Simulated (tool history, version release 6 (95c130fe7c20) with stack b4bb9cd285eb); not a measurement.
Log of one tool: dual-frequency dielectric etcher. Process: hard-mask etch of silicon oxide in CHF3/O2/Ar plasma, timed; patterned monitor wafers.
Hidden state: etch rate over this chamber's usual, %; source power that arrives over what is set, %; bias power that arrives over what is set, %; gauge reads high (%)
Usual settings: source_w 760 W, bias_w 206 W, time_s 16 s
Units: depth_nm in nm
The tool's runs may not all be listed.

run,day,source_w,bias_w,time_s,wafers since the last listed run,hours since the last wet clean,hours since the last source power generator calibration,hours since the last bias power generator calibration,hours since the last upper electrode change,hours since the gauge calibration,"read-back reference wafer on the same gauge, depth_nm",depth_nm
1,0,760,206,16,0,286,2745,3810.7,5456,739.1,44.62,37.96
2,1.85,760,206,16,541,330.4,2789.4,3855.1,5500.4,783.5,44.59,37.98
# day 2.333: gauge calibrated
3,5.242,760,206,16,992,411.8,2870.8,3936.5,5581.8,69.8,44.59,37.86
4,8.029,760,206,16,815,478.7,2937.7,4003.4,5648.7,136.7,44.6,37.87
5,9.629,760,206,16,468,517.1,2976.1,4041.8,5687.1,175.1,44.6,37.91
# day 11.054: wet clean of the chamber
# day 15.854: upper electrode replaced
# day 17.708: bias power generator calibrated
6,18.8,760,206,16,2049,185.9,3196.2,26.2,70.7,395.2,44.61,38.1
7,21.867,760,175,16,897,259.5,3269.8,99.8,144.3,468.8,44.59,35.79
8,23.992,760,175,16,621,310.5,3320.8,150.8,195.3,519.8,44.6,35.75
9,26.025,760,206,16,595,359.3,3369.6,199.6,244.1,568.6,44.6,38.06
10,28.062,760,159,14.5,596,408.2,3418.5,248.5,293,617.5,44.6,31.31
# day 31.504: wet clean of the chamber
11,31.525,630,163,19,720,0.5,3501.6,331.6,376.1,700.6,44.6,39.29
# day 33.996: gauge calibrated
# day 34.621: source power generator calibrated
12,34.654,590,206,19.5,866,75.6,0.8,406.7,451.2,15.8,44.59,42.32
13,38.975,940,222,16,1264,179.3,104.5,510.4,554.9,119.5,44.58,41.4
14,42,710,167,20.5,885,251.9,177.1,583,627.5,192.1,44.59,43.6
15,45.862,760,256,18,1130,344.6,269.8,675.7,720.2,284.8,44.6,45.84
16,48.308,760,206,16,715,403.3,328.5,734.4,778.9,343.5,44.6,37.66
# day 51.929: wet clean of the chamber
17,52.517,580,158,16,938,14.1,429.5,835.4,879.9,444.5,44.61,31.42

The tool's hidden state at each run:
bias power that arrives over what is set, %: 0 in every run
gauge reads high (%): 0 in every run
H1: etch rate over this chamber's usual, %
H2: source power that arrives over what is set, %
run,H1,H2
1,-0.362,3.97
2,-0.422,4.03
3,-0.531,4.14
4,-0.62,4.23
5,-0.672,4.29
6,-0.213,4.59
7,-0.312,4.69
8,-0.38,4.77
9,-0.445,4.83
10,-0.511,4.9
11,0.116,5.02
12,0.0154,-0.142
13,-0.123,0.00131
14,-0.22,0.102
15,-0.344,0.23
16,-0.423,0.312
17,-0.00452,0.452

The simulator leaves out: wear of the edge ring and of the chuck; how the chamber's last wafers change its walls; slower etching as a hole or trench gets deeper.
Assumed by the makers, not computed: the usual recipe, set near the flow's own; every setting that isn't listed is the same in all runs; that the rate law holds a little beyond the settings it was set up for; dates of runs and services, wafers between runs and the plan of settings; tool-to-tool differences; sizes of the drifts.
